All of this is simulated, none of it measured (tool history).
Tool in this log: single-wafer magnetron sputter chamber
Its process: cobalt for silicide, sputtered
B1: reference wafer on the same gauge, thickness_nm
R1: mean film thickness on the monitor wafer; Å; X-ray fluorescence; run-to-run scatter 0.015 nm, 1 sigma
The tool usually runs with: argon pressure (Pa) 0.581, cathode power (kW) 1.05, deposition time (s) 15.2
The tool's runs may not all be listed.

{"run": 1, "hour": 0.0, "argon pressure (Pa)": 0.581, "cathode power (kW)": 1.05, "deposition time (s)": 15.2, "B1": 5.929, "R1": 64.03}
{"run": 2, "hour": 54.8, "argon pressure (Pa)": 0.581, "cathode power (kW)": 1.05, "deposition time (s)": 15.2, "B1": 5.93, "R1": 63.63}
{"run": 3, "hour": 104.3, "argon pressure (Pa)": 0.581, "cathode power (kW)": 1.05, "deposition time (s)": 15.2, "B1": 5.927, "R1": 63.39}
{"hour": 121.4, "done": "sputter target and shields replaced"}
{"run": 4, "hour": 169.3, "argon pressure (Pa)": 0.714, "cathode power (kW)": 1.05, "deposition time (s)": 15.2, "B1": 5.931, "R1": 61.56}
{"run": 5, "hour": 204.1, "argon pressure (Pa)": 0.714, "cathode power (kW)": 1.05, "deposition time (s)": 15.2, "B1": 5.926, "R1": 61.52}
{"run": 6, "hour": 267.6, "argon pressure (Pa)": 0.714, "cathode power (kW)": 1.05, "deposition time (s)": 15.2, "B1": 5.93, "R1": 60.99}
{"run": 7, "hour": 307.7, "argon pressure (Pa)": 0.581, "cathode power (kW)": 1.05, "deposition time (s)": 15.2, "B1": 5.929, "R1": 64.17}
{"run": 8, "hour": 348.7, "argon pressure (Pa)": 0.581, "cathode power (kW)": 1.05, "deposition time (s)": 15.2, "B1": 5.93, "R1": 64}
{"run": 9, "hour": 401.5, "argon pressure (Pa)": 0.581, "cathode power (kW)": 1.05, "deposition time (s)": 15.2, "B1": 5.932, "R1": 63.81}
{"run": 10, "hour": 470.2, "argon pressure (Pa)": 0.581, "cathode power (kW)": 1.05, "deposition time (s)": 15.2, "B1": 5.929, "R1": 63.35}
{"run": 11, "hour": 516.0, "argon pressure (Pa)": 0.581, "cathode power (kW)": 1.05, "deposition time (s)": 15.2, "B1": 5.929, "R1": 62.77}
{"hour": 526.3, "done": "magnet pack replaced"}
{"hour": 574.4, "done": "sputter target and shields replaced"}
{"run": 12, "hour": 583.9, "argon pressure (Pa)": 0.581, "cathode power (kW)": 1.05, "deposition time (s)": 15.2, "B1": 5.93, "R1": 64.58}
{"hour": 608.5, "done": "capacitance manometer re-zeroed and calibrated"}
{"hour": 631.2, "done": "gauge calibrated"}
{"run": 13, "hour": 644.9, "argon pressure (Pa)": 0.581, "cathode power (kW)": 1.05, "deposition time (s)": 15.2, "B1": 5.931, "R1": 65.37}
{"run": 14, "hour": 669.8, "argon pressure (Pa)": 0.581, "cathode power (kW)": 1.05, "deposition time (s)": 15.2, "B1": 5.931, "R1": 65.57}
{"run": 15, "hour": 737.4, "argon pressure (Pa)": 0.352, "cathode power (kW)": 0.9, "deposition time (s)": 12.4, "B1": 5.931, "R1": 49.66}
{"run": 16, "hour": 930.9, "argon pressure (Pa)": 0.726, "cathode power (kW)": 1.15, "deposition time (s)": 15.2, "B1": 5.93, "R1": 66.52}
{"run": 17, "hour": 978.8, "argon pressure (Pa)": 0.581, "cathode power (kW)": 1.05, "deposition time (s)": 15.2, "B1": 5.928, "R1": 64.15}
{"hour": 1025.2, "done": "sputter target and shields replaced"}
{"run": 18, "hour": 1047.1, "argon pressure (Pa)": 0.696, "cathode power (kW)": 1.3, "deposition time (s)": 17.3, "B1": 5.931, "R1": 88.65}
{"run": 19, "hour": 1106.2, "argon pressure (Pa)": 0.581, "cathode power (kW)": 1.05, "deposition time (s)": 15.2, "B1": 5.931, "R1": 65.46}
{"run": 20, "hour": 1149.4, "argon pressure (Pa)": 0.503, "cathode power (kW)": 0.9, "deposition time (s)": 13.3, "B1": 5.929, "R1": 50.6}
{"run": 21, "hour": 1217.5, "argon pressure (Pa)": 0.711, "cathode power (kW)": 0.8, "deposition time (s)": 15.2, "B1": 5.93, "R1": 47.01}
{"run": 22, "hour": 1272.2, "argon pressure (Pa)": 0.487, "cathode power (kW)": 1.05, "deposition time (s)": 15.2, "B1": 5.929, "R1": 66.98}
{"run": 23, "hour": 1297.3, "argon pressure (Pa)": 0.726, "cathode power (kW)": 1.2, "deposition time (s)": 15.2, "B1": 5.931, "R1": 69.8}
{"run": 24, "hour": 1341.0, "argon pressure (Pa)": 0.581, "cathode power (kW)": 0.95, "deposition time (s)": 12.9, "B1": 5.932, "R1": 49.44}
{"run": 25, "hour": 1382.8, "argon pressure (Pa)": 0.581, "cathode power (kW)": 1.3, "deposition time (s)": 17.4, "B1": 5.931, "R1": 90.85}
{"run": 26, "hour": 1417.3, "argon pressure (Pa)": 0.581, "cathode power (kW)": 1.2, "deposition time (s)": 12.9, "B1": 5.932, "R1": 61.99}
{"hour": 1441.2, "done": "sputter target and shields replaced"}
{"run": 27, "hour": 1456.1, "argon pressure (Pa)": 0.372, "cathode power (kW)": 1.25, "deposition time (s)": 16, "B1": 5.931, "R1": 89.01}
{"run": 28, "hour": 1482.1, "argon pressure (Pa)": 0.492, "cathode power (kW)": 0.9, "deposition time (s)": 15.2, "B1": 5.932, "R1": 58.29}
{"run": 29, "hour": 1526.8, "argon pressure (Pa)": 0.728, "cathode power (kW)": 1.05, "deposition time (s)": 15.2, "B1": 5.929, "R1": 61.6}
{"run": 30, "hour": 1552.8, "argon pressure (Pa)": 0.581, "cathode power (kW)": 1.05, "deposition time (s)": 15.2, "B1": 5.931, "R1": 65.24}
{"run": 31, "hour": 1588.2, "argon pressure (Pa)": 0.779, "cathode power (kW)": 0.8, "deposition time (s)": 16.4, "B1": 5.932, "R1": 49.47}
{"run": 32, "hour": 1618.3, "argon pressure (Pa)": 0.581, "cathode power (kW)": 1.3, "deposition time (s)": 12.5, "B1": 5.93, "R1": 65.86}
{"run": 33, "hour": 1643.0, "argon pressure (Pa)": 0.581, "cathode power (kW)": 0.95, "deposition time (s)": 15.2, "B1": 5.93, "R1": 58.65}
{"run": 34, "hour": 1714.3, "argon pressure (Pa)": 0.712, "cathode power (kW)": 1.25, "deposition time (s)": 16, "B1": 5.928, "R1": 76.35}

Below, each run's measurement less what the same run would have read without the hidden state. Both values contain the same run-to-run variation, but the gauge's scatter may not be the same in both:
Hidden conditions of the tool in this case: deposition rate above that of a new target (%); true argon pressure above the setpoint (%); gauge reads high (%).
run=1 R1=-2.08
run=2 R1=-2.37
run=3 R1=-2.62
run=4 R1=-1.13
run=5 R1=-1.31
run=6 R1=-1.65
run=7 R1=-1.74
run=8 R1=-1.97
run=9 R1=-2.25
run=10 R1=-2.62
run=11 R1=-2.86
run=12 R1=-1.43
run=13 R1=-0.42
run=14 R1=-0.53
run=15 R1=-0.7
run=16 R1=-1.74
run=17 R1=-1.96
run=18 R1=-0.19
run=19 R1=-0.44
run=20 R1=-0.52
run=21 R1=-0.69
run=22 R1=-1.3
run=23 R1=-1.46
run=24 R1=-1.21
run=25 R1=-2.53
run=26 R1=-1.89
run=27 R1=-0.35
run=28 R1=-0.35
run=29 R1=-0.6
run=30 R1=-0.75
run=31 R1=-0.73
run=32 R1=-1.09
run=33 R1=-1.09
run=34 R1=-1.9
